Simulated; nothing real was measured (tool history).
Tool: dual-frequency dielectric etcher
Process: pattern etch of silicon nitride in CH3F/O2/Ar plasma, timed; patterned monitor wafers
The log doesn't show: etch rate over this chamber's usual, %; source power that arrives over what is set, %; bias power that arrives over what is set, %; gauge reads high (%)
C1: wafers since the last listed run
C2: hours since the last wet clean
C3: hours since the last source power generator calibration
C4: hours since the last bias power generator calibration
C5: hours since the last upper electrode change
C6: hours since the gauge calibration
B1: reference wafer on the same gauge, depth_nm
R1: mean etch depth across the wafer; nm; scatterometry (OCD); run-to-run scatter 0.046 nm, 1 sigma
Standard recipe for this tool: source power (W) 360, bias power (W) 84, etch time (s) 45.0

run 1 day=0.000 | source_power_(W)=360 bias_power_(W)=84 etch_time_(s)=45.0 | C1=0 C2=315.3 C3=2370.3 C4=4243.5 C5=4062.1 C6=33.1 | B1=30.79 | R1=31.02
run 2 day=1.229 | source_power_(W)=360 bias_power_(W)=84 etch_time_(s)=45.0 | C1=301 C2=344.8 C3=2399.8 C4=4273.0 C5=4091.6 C6=62.6 | B1=30.80 | R1=30.99
run 3 day=2.321 | source_power_(W)=360 bias_power_(W)=84 etch_time_(s)=45.0 | C1=267 C2=371.0 C3=2426.0 C4=4299.2 C5=4117.8 C6=88.8 | B1=30.79 | R1=31.11
run 4 day=3.675 | source_power_(W)=360 bias_power_(W)=84 etch_time_(s)=45.0 | C1=332 C2=403.5 C3=2458.5 C4=4331.7 C5=4150.3 C6=121.3 | B1=30.81 | R1=31.16
run 5 day=4.783 | source_power_(W)=360 bias_power_(W)=84 etch_time_(s)=45.0 | C1=272 C2=430.1 C3=2485.1 C4=4358.3 C5=4176.9 C6=147.9 | B1=30.80 | R1=31.16
run 6 day=5.650 | source_power_(W)=360 bias_power_(W)=84 etch_time_(s)=45.0 | C1=212 C2=450.9 C3=2505.9 C4=4379.1 C5=4197.7 C6=168.7 | B1=30.79 | R1=31.18
run 7 day=6.400 | source_power_(W)=360 bias_power_(W)=84 etch_time_(s)=45.0 | C1=184 C2=468.9 C3=2523.9 C4=4397.1 C5=4215.7 C6=186.7 | B1=30.80 | R1=31.14
run 8 day=7.054 | source_power_(W)=360 bias_power_(W)=84 etch_time_(s)=37.5 | C1=160 C2=484.6 C3=2539.6 C4=4412.8 C5=4231.4 C6=202.4 | B1=30.79 | R1=26.01
-- day=9.083 upper electrode replaced
-- day=9.950 wet clean of the chamber
run 9 day=9.971 | source_power_(W)=360 bias_power_(W)=84 etch_time_(s)=45.0 | C1=258 C2=0.5 C3=2609.6 C4=4482.8 C5=21.3 C6=272.4 | B1=30.80 | R1=30.86
run 10 day=9.983 | source_power_(W)=360 bias_power_(W)=84 etch_time_(s)=45.0 | C1=3 C2=0.8 C3=2609.9 C4=4483.1 C5=21.6 C6=272.7 | B1=30.81 | R1=30.84
run 11 day=10.179 | source_power_(W)=360 bias_power_(W)=77 etch_time_(s)=45.0 | C1=48 C2=5.5 C3=2614.6 C4=4487.8 C5=26.3 C6=277.4 | B1=30.79 | R1=29.39
run 12 day=11.567 | source_power_(W)=360 bias_power_(W)=84 etch_time_(s)=45.0 | C1=340 C2=38.8 C3=2647.9 C4=4521.1 C5=59.6 C6=310.7 | B1=30.80 | R1=30.85
run 13 day=12.971 | source_power_(W)=360 bias_power_(W)=84 etch_time_(s)=45.0 | C1=344 C2=72.5 C3=2681.6 C4=4554.8 C5=93.3 C6=344.4 | B1=30.79 | R1=30.86
run 14 day=14.367 | source_power_(W)=430 bias_power_(W)=84 etch_time_(s)=45.0 | C1=342 C2=106.0 C3=2715.1 C4=4588.3 C5=126.8 C6=377.9 | B1=30.81 | R1=33.28
-- day=14.925 source power generator calibrated
run 15 day=15.829 | source_power_(W)=320 bias_power_(W)=93 etch_time_(s)=31.5 | C1=318 C2=141.1 C3=21.7 C4=4623.4 C5=161.9 C6=413.0 | B1=30.80 | R1=21.75
-- day=16.096 gauge calibrated
run 16 day=17.267 | source_power_(W)=420 bias_power_(W)=84 etch_time_(s)=49.0 | C1=352 C2=175.6 C3=56.2 C4=4657.9 C5=196.4 C6=28.1 | B1=30.80 | R1=35.93
-- day=18.317 bias power generator calibrated
run 17 day=18.704 | source_power_(W)=280 bias_power_(W)=75 etch_time_(s)=33.5 | C1=311 C2=210.1 C3=90.7 C4=9.3 C5=230.9 C6=62.6 | B1=30.80 | R1=19.63
run 18 day=19.692 | source_power_(W)=310 bias_power_(W)=102 etch_time_(s)=51.0 | C1=242 C2=233.8 C3=114.4 C4=33.0 C5=254.6 C6=86.3 | B1=30.81 | R1=36.61
run 19 day=21.158 | source_power_(W)=410 bias_power_(W)=65 etch_time_(s)=35.0 | C1=359 C2=269.0 C3=149.6 C4=68.2 C5=289.8 C6=121.5 | B1=30.80 | R1=22.33
run 20 day=21.758 | source_power_(W)=360 bias_power_(W)=84 etch_time_(s)=45.0 | C1=147 C2=283.4 C3=164.0 C4=82.6 C5=304.2 C6=135.9 | B1=30.79 | R1=31.17
run 21 day=23.058 | source_power_(W)=420 bias_power_(W)=76 etch_time_(s)=57.0 | C1=319 C2=314.6 C3=195.2 C4=113.8 C5=335.4 C6=167.1 | B1=30.79 | R1=39.96
run 22 day=24.300 | source_power_(W)=420 bias_power_(W)=104 etch_time_(s)=50.0 | C1=304 C2=344.4 C3=225.0 C4=143.6 C5=365.2 C6=196.9 | B1=30.80 | R1=41.10
run 23 day=25.288 | source_power_(W)=320 bias_power_(W)=96 etch_time_(s)=48.5 | C1=242 C2=368.1 C3=248.7 C4=167.3 C5=388.9 C6=220.6 | B1=30.80 | R1=34.39

Forecast each of these 4 alternatives for the next run:
run A day=25.304 | source_power_(W)=360 bias_power_(W)=84 etch_time_(s)=45.0 | C1=4 C2=368.5 C3=249.1 C4=167.7 C5=389.3 C6=221.0 | B1=? | R1=?
run B day=25.304 | source_power_(W)=320 bias_power_(W)=93 etch_time_(s)=45.0 | C1=4 C2=368.5 C3=249.1 C4=167.7 C5=389.3 C6=221.0 | B1=? | R1=?
run C day=25.304 | source_power_(W)=360 bias_power_(W)=70 etch_time_(s)=49.0 | C1=4 C2=368.5 C3=249.1 C4=167.7 C5=389.3 C6=221.0 | B1=? | R1=?
run D day=25.304 | source_power_(W)=360 bias_power_(W)=84 etch_time_(s)=54.0 | C1=4 C2=368.5 C3=249.1 C4=167.7 C5=389.3 C6=221.0 | B1=? | R1=?

run=A B1=30.80 R1=31.23
run=B B1=30.80 R1=31.34
run=C B1=30.80 R1=30.89
run=D B1=30.80 R1=37.48
Take away the tool's hidden state, keep each run's random variation, and the runs would have read:
run=A R1=30.66
run=B R1=30.77
run=C R1=30.33
run=D R1=36.79
